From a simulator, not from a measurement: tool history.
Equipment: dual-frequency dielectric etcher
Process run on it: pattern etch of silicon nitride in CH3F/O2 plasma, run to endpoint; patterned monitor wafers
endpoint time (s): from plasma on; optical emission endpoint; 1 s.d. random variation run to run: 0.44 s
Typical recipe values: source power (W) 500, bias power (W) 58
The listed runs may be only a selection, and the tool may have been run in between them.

run,day,source power (W),bias power (W),wafers since the last listed run,hours since the last wet clean,hours since the last source power generator calibration,hours since the last bias power generator calibration,hours since the last upper electrode change,"incoming incoming film thickness, nm",endpoint time (s)
1,0,450,67,0,316.8,1287,4435.8,4576.6,80,91.8
2,1.3,450,67,215,348,1318.2,4467,4607.8,80,92.9
3,2.483,420,58,196,376.4,1346.6,4495.4,4636.2,80.3,101
4,2.996,500,58,85,388.7,1358.9,4507.7,4648.5,79.1,90.6
5,3.767,500,48,127,407.2,1377.4,4526.2,4667,79.4,96.2
6,5.133,500,48,226,440,1410.2,4559,4699.8,79.7,96
7,6.175,500,58,172,465,1435.2,4584,4724.8,79.8,91.1
# day 7.1: source power generator calibrated
8,7.162,500,58,136,488.7,1.5,4607.7,4748.5,80.4,91
9,8.392,500,58,203,518.2,31,4637.2,4778,79.7,90.8
10,9.608,500,63,201,547.4,60.2,4666.4,4807.2,79.7,88.5
11,10.717,500,58,183,574,86.8,4693,4833.8,80.3,92.3
12,11.767,560,71,174,599.2,112,4718.2,4859,79.8,80.6
# day 13.021: bias power generator calibrated
# day 13.75: wet clean of the chamber
13,13.771,460,58,183,0.5,160.1,18,4907.1,79.1,88.4
# day 14.912: upper electrode replaced
# day 17.092: wet clean of the chamber, repeated, since the last time left the tool worse
14,17.112,430,52,222,0.5,240.3,98.2,52.8,79.5,100.2
15,17.533,570,58,69,10.6,250.4,108.3,62.9,80.1,82.5
16,18.6,410,63,176,36.2,276,133.9,88.5,79.8,97.3
17,19.112,450,71,85,48.5,288.3,146.2,100.8,80,88.4
18,20.538,500,58,236,82.7,322.5,180.4,135,79.9,89.1
19,21.979,470,58,239,117.3,357.1,215,169.6,78.8,91.7

3 ways to go on from here, each from the tool as it stands after run 19. What would each give?
A,22,500,72,3,117.8,357.6,215.5,170.1,79.3,?
B,22,500,64,3,117.8,357.6,215.5,170.1,79.3,?
C,22,580,48,3,117.8,357.6,215.5,170.1,79.3,?

run,endpoint time (s)
A,81.8
B,85.1
C,85.5
With the hidden condition removed and each run's random variation left untouched, the same runs would have given:
run,endpoint time (s)
A,81.7
B,85
C,85.4

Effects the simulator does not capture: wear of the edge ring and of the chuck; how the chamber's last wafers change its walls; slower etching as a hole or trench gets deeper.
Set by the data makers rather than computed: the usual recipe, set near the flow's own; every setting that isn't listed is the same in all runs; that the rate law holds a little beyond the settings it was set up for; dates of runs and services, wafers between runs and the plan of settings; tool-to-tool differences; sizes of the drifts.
